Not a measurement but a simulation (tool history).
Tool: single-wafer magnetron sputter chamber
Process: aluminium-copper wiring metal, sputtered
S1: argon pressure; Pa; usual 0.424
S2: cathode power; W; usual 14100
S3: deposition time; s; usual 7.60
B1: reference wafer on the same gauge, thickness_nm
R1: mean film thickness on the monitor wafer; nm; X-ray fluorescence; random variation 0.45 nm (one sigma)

{"run": 1, "hour": 0.0, "S1": 0.424, "S2": 14100, "S3": 7.6, "B1": 196.065, "R1": 182.007}
{"run": 2, "hour": 35.3, "S1": 0.424, "S2": 14100, "S3": 7.6, "B1": 195.993, "R1": 181.227}
{"run": 3, "hour": 96.7, "S1": 0.424, "S2": 12900, "S3": 7.6, "B1": 196.232, "R1": 168.419}
{"hour": 158.8, "done": "gauge calibrated"}
{"run": 4, "hour": 168.4, "S1": 0.424, "S2": 12900, "S3": 7.6, "B1": 196.038, "R1": 168.933}
{"run": 5, "hour": 217.2, "S1": 0.424, "S2": 12900, "S3": 7.6, "B1": 196.017, "R1": 169.028}
{"run": 6, "hour": 251.7, "S1": 0.424, "S2": 14100, "S3": 8.53, "B1": 196.035, "R1": 203.271}
{"run": 7, "hour": 279.1, "S1": 0.424, "S2": 14100, "S3": 8.53, "B1": 196.285, "R1": 204.249}
{"run": 8, "hour": 350.7, "S1": 0.424, "S2": 14100, "S3": 8.53, "B1": 195.96, "R1": 204.199}
{"hour": 368.8, "done": "sputter target and shields replaced"}
{"run": 9, "hour": 408.7, "S1": 0.389, "S2": 14100, "S3": 7.6, "B1": 195.832, "R1": 183.877}
{"run": 10, "hour": 446.0, "S1": 0.389, "S2": 14100, "S3": 7.6, "B1": 196.046, "R1": 183.848}
{"run": 11, "hour": 636.3, "S1": 0.389, "S2": 14100, "S3": 7.6, "B1": 195.889, "R1": 183.035}
{"run": 12, "hour": 675.1, "S1": 0.424, "S2": 14100, "S3": 7.6, "B1": 195.903, "R1": 180.337}
{"run": 13, "hour": 702.8, "S1": 0.424, "S2": 14100, "S3": 7.6, "B1": 196.141, "R1": 181.514}
{"run": 14, "hour": 766.5, "S1": 0.424, "S2": 14100, "S3": 7.6, "B1": 196.057, "R1": 181.098}
{"hour": 798.8, "done": "sputter target and shields replaced"}
{"run": 15, "hour": 805.2, "S1": 0.5, "S2": 11050, "S3": 9.09, "B1": 196.07, "R1": 174.03}
{"hour": 868.2, "done": "magnet pack replaced"}
{"hour": 972.5, "done": "capacitance manometer re-zeroed and calibrated"}
{"run": 16, "hour": 1007.4, "S1": 0.424, "S2": 14100, "S3": 7.6, "B1": 196.124, "R1": 189.795}
{"run": 17, "hour": 1074.8, "S1": 0.494, "S2": 12750, "S3": 7.6, "B1": 195.881, "R1": 170.84}
{"run": 18, "hour": 1108.7, "S1": 0.568, "S2": 11050, "S3": 7.6, "B1": 195.896, "R1": 149.536}
{"run": 19, "hour": 1141.0, "S1": 0.424, "S2": 14100, "S3": 9.07, "B1": 196.285, "R1": 225.153}
{"run": 20, "hour": 1173.7, "S1": 0.3, "S2": 14100, "S3": 7.6, "B1": 195.915, "R1": 194.579}
{"run": 21, "hour": 1210.3, "S1": 0.32, "S2": 11400, "S3": 7.6, "B1": 195.847, "R1": 164.512}
{"run": 22, "hour": 1278.6, "S1": 0.424, "S2": 16150, "S3": 9.01, "B1": 195.971, "R1": 249.002}
{"hour": 1303.0, "done": "capacitance manometer re-zeroed and calibrated, repeated, since the last time left the tool worse"}
{"hour": 1308.8, "done": "sputter target and shields replaced"}
{"run": 23, "hour": 1345.7, "S1": 0.579, "S2": 14100, "S3": 9.08, "B1": 196.251, "R1": 208.481}
{"run": 24, "hour": 1372.8, "S1": 0.424, "S2": 11550, "S3": 7.6, "B1": 195.808, "R1": 157.542}
{"run": 25, "hour": 1401.6, "S1": 0.3, "S2": 16950, "S3": 7.6, "B1": 195.934, "R1": 221.899}
{"run": 26, "hour": 1468.2, "S1": 0.514, "S2": 16750, "S3": 8.36, "B1": 196.028, "R1": 224.834}
{"run": 27, "hour": 1509.7, "S1": 0.424, "S2": 14100, "S3": 6.33, "B1": 196.04, "R1": 152.807}
{"run": 28, "hour": 1544.6, "S1": 0.424, "S2": 14100, "S3": 7.6, "B1": 196.01, "R1": 183.647}
{"run": 29, "hour": 1577.1, "S1": 0.424, "S2": 14100, "S3": 9.03, "B1": 195.895, "R1": 217.007}
{"run": 30, "hour": 1639.7, "S1": 0.424, "S2": 14100, "S3": 7.6, "B1": 196.063, "R1": 183.277}
{"run": 31, "hour": 1680.2, "S1": 0.479, "S2": 16900, "S3": 8.96, "B1": 195.961, "R1": 245.13}
{"run": 32, "hour": 1733.3, "S1": 0.593, "S2": 17050, "S3": 7.6, "B1": 196.101, "R1": 200.494}
{"run": 33, "hour": 1780.7, "S1": 0.336, "S2": 15550, "S3": 9.11, "B1": 195.966, "R1": 244.108}
{"run": 34, "hour": 1807.7, "S1": 0.59, "S2": 17300, "S3": 7.6, "B1": 195.775, "R1": 203.202}

4 ways to go on from here, each from the tool as it stands after run 34. What would each give?
{"run": "A", "hour": 1808.1, "S1": 0.424, "S2": 14100, "S3": 7.6, "B1": "?", "R1": "?"}
{"run": "B", "hour": 1808.1, "S1": 0.573, "S2": 16900, "S3": 6.96, "B1": "?", "R1": "?"}
{"run": "C", "hour": 1808.1, "S1": 0.323, "S2": 15850, "S3": 6.26, "B1": "?", "R1": "?"}
{"run": "D", "hour": 1808.1, "S1": 0.424, "S2": 15900, "S3": 8.39, "B1": "?", "R1": "?"}

run=A B1=195.989 R1=182.502
run=B B1=195.989 R1=183.734
run=C B1=195.989 R1=171.083
run=D B1=195.989 R1=221.862
Without the tool's hidden state the same runs would have given:
run=A R1=184.142
run=B R1=185.723
run=C R1=172.400
run=D R1=223.856

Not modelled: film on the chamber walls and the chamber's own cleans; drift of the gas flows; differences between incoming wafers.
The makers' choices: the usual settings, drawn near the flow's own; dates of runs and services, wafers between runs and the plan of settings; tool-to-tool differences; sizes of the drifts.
